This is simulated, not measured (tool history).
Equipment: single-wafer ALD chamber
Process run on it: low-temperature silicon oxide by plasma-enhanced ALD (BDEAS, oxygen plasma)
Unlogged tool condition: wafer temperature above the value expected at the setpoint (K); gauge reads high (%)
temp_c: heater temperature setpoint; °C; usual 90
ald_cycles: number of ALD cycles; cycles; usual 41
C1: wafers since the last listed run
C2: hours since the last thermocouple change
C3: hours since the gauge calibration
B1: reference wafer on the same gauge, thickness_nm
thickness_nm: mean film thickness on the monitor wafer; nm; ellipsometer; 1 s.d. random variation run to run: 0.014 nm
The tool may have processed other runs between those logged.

{"run": 1, "day": 0.0, "temp_c": 90, "ald_cycles": 41, "C1": 0, "C2": 437.1, "C3": 474.3, "B1": 5.411, "thickness_nm": 5.811}
{"run": 2, "day": 1.212, "temp_c": 90, "ald_cycles": 41, "C1": 149, "C2": 466.2, "C3": 503.4, "B1": 5.408, "thickness_nm": 5.801}
{"run": 3, "day": 1.754, "temp_c": 90, "ald_cycles": 43, "C1": 66, "C2": 479.2, "C3": 516.4, "B1": 5.408, "thickness_nm": 6.113}
{"run": 4, "day": 2.325, "temp_c": 90, "ald_cycles": 43, "C1": 70, "C2": 492.9, "C3": 530.1, "B1": 5.412, "thickness_nm": 6.124}
{"run": 5, "day": 3.662, "temp_c": 90, "ald_cycles": 46, "C1": 165, "C2": 525, "C3": 562.2, "B1": 5.409, "thickness_nm": 6.511}
{"run": 6, "day": 4.225, "temp_c": 90, "ald_cycles": 46, "C1": 69, "C2": 538.5, "C3": 575.7, "B1": 5.414, "thickness_nm": 6.531}
{"run": 7, "day": 6.3, "temp_c": 90, "ald_cycles": 46, "C1": 256, "C2": 588.3, "C3": 625.5, "B1": 5.411, "thickness_nm": 6.528}
{"run": 8, "day": 7.358, "temp_c": 90, "ald_cycles": 36, "C1": 130, "C2": 613.7, "C3": 650.9, "B1": 5.406, "thickness_nm": 5.107}
{"run": 9, "day": 8.775, "temp_c": 90, "ald_cycles": 36, "C1": 175, "C2": 647.7, "C3": 684.9, "B1": 5.412, "thickness_nm": 5.108}
{"run": 10, "day": 9.5, "temp_c": 90, "ald_cycles": 41, "C1": 89, "C2": 665.1, "C3": 702.3, "B1": 5.411, "thickness_nm": 5.818}
{"run": 11, "day": 10.817, "temp_c": 90, "ald_cycles": 41, "C1": 162, "C2": 696.7, "C3": 733.9, "B1": 5.41, "thickness_nm": 5.809}
{"day": 11.429, "done": "gauge calibrated"}
{"run": 12, "day": 11.504, "temp_c": 90, "ald_cycles": 41, "C1": 84, "C2": 713.2, "C3": 1.8, "B1": 5.411, "thickness_nm": 5.841}
{"run": 13, "day": 12.121, "temp_c": 83, "ald_cycles": 38, "C1": 76, "C2": 728, "C3": 16.6, "B1": 5.409, "thickness_nm": 5.537}
{"run": 14, "day": 13.367, "temp_c": 83, "ald_cycles": 38, "C1": 153, "C2": 757.9, "C3": 46.5, "B1": 5.411, "thickness_nm": 5.518}
{"run": 15, "day": 13.95, "temp_c": 78, "ald_cycles": 41, "C1": 72, "C2": 771.9, "C3": 60.5, "B1": 5.408, "thickness_nm": 6.105}
{"run": 16, "day": 14.967, "temp_c": 78, "ald_cycles": 41, "C1": 125, "C2": 796.3, "C3": 84.9, "B1": 5.414, "thickness_nm": 6.099}
{"day": 15.746, "done": "thermocouple changed; heater temperature recalibrated"}
{"run": 17, "day": 16.188, "temp_c": 78, "ald_cycles": 41, "C1": 109, "C2": 10.6, "C3": 114.2, "B1": 5.407, "thickness_nm": 5.974}
{"run": 18, "day": 17.392, "temp_c": 95, "ald_cycles": 33, "C1": 148, "C2": 39.5, "C3": 143.1, "B1": 5.41, "thickness_nm": 4.505}
{"run": 19, "day": 18.504, "temp_c": 90, "ald_cycles": 37, "C1": 137, "C2": 66.2, "C3": 169.8, "B1": 5.412, "thickness_nm": 5.184}
{"run": 20, "day": 19.471, "temp_c": 83, "ald_cycles": 44, "C1": 119, "C2": 89.4, "C3": 193, "B1": 5.412, "thickness_nm": 6.341}
{"run": 21, "day": 20.304, "temp_c": 96, "ald_cycles": 41, "C1": 102, "C2": 109.4, "C3": 213, "B1": 5.412, "thickness_nm": 5.609}
{"run": 22, "day": 21.546, "temp_c": 90, "ald_cycles": 41, "C1": 153, "C2": 139.2, "C3": 242.8, "B1": 5.411, "thickness_nm": 5.763}
{"run": 23, "day": 22.396, "temp_c": 101, "ald_cycles": 34, "C1": 105, "C2": 159.6, "C3": 263.2, "B1": 5.412, "thickness_nm": 4.561}
{"run": 24, "day": 23.592, "temp_c": 76, "ald_cycles": 47, "C1": 147, "C2": 188.3, "C3": 291.9, "B1": 5.411, "thickness_nm": 6.971}
{"run": 25, "day": 24.267, "temp_c": 90, "ald_cycles": 41, "C1": 83, "C2": 204.5, "C3": 308.1, "B1": 5.415, "thickness_nm": 5.763}
{"run": 26, "day": 24.812, "temp_c": 90, "ald_cycles": 41, "C1": 67, "C2": 217.6, "C3": 321.2, "B1": 5.41, "thickness_nm": 5.764}
{"run": 27, "day": 25.4, "temp_c": 90, "ald_cycles": 45, "C1": 72, "C2": 231.7, "C3": 335.3, "B1": 5.411, "thickness_nm": 6.338}
{"run": 28, "day": 26.475, "temp_c": 90, "ald_cycles": 41, "C1": 132, "C2": 257.5, "C3": 361.1, "B1": 5.41, "thickness_nm": 5.799}
{"run": 29, "day": 27.088, "temp_c": 90, "ald_cycles": 34, "C1": 75, "C2": 272.2, "C3": 375.8, "B1": 5.408, "thickness_nm": 4.785}
{"run": 30, "day": 28.179, "temp_c": 90, "ald_cycles": 41, "C1": 134, "C2": 298.4, "C3": 402, "B1": 5.41, "thickness_nm": 5.779}
{"run": 31, "day": 28.988, "temp_c": 78, "ald_cycles": 34, "C1": 99, "C2": 317.8, "C3": 421.4, "B1": 5.413, "thickness_nm": 5.03}
{"run": 32, "day": 29.592, "temp_c": 101, "ald_cycles": 33, "C1": 74, "C2": 332.3, "C3": 435.9, "B1": 5.408, "thickness_nm": 4.453}
{"run": 33, "day": 30.808, "temp_c": 96, "ald_cycles": 33, "C1": 150, "C2": 361.5, "C3": 465.1, "B1": 5.409, "thickness_nm": 4.564}
{"run": 34, "day": 32.283, "temp_c": 83, "ald_cycles": 41, "C1": 182, "C2": 396.9, "C3": 500.5, "B1": 5.41, "thickness_nm": 5.923}
{"run": 35, "day": 32.804, "temp_c": 90, "ald_cycles": 41, "C1": 64, "C2": 409.4, "C3": 513, "B1": 5.412, "thickness_nm": 5.807}

Consider 5 possible next runs. They are alternatives, not a sequence: every one starts from the tool as it was left by run 35. What does each give?
{"run": "A", "day": 32.825, "temp_c": 99, "ald_cycles": 41, "C1": 2, "C2": 409.9, "C3": 513.5, "B1": "?", "thickness_nm": "?"}
{"run": "B", "day": 32.825, "temp_c": 77, "ald_cycles": 34, "C1": 2, "C2": 409.9, "C3": 513.5, "B1": "?", "thickness_nm": "?"}
{"run": "C", "day": 32.825, "temp_c": 81, "ald_cycles": 41, "C1": 2, "C2": 409.9, "C3": 513.5, "B1": "?", "thickness_nm": "?"}
{"run": "D", "day": 32.825, "temp_c": 98, "ald_cycles": 41, "C1": 2, "C2": 409.9, "C3": 513.5, "B1": "?", "thickness_nm": "?"}
{"run": "E", "day": 32.825, "temp_c": 77, "ald_cycles": 49, "C1": 2, "C2": 409.9, "C3": 513.5, "B1": "?", "thickness_nm": "?"}

run=A B1=5.41 thickness_nm=5.62
run=B B1=5.41 thickness_nm=5.076
run=C B1=5.41 thickness_nm=6.03
run=D B1=5.41 thickness_nm=5.643
run=E B1=5.41 thickness_nm=7.316
What these runs would have given with no unlogged condition in the tool:
run=A thickness_nm=5.529
run=B thickness_nm=4.998
run=C thickness_nm=5.936
run=D thickness_nm=5.549
run=E thickness_nm=7.203

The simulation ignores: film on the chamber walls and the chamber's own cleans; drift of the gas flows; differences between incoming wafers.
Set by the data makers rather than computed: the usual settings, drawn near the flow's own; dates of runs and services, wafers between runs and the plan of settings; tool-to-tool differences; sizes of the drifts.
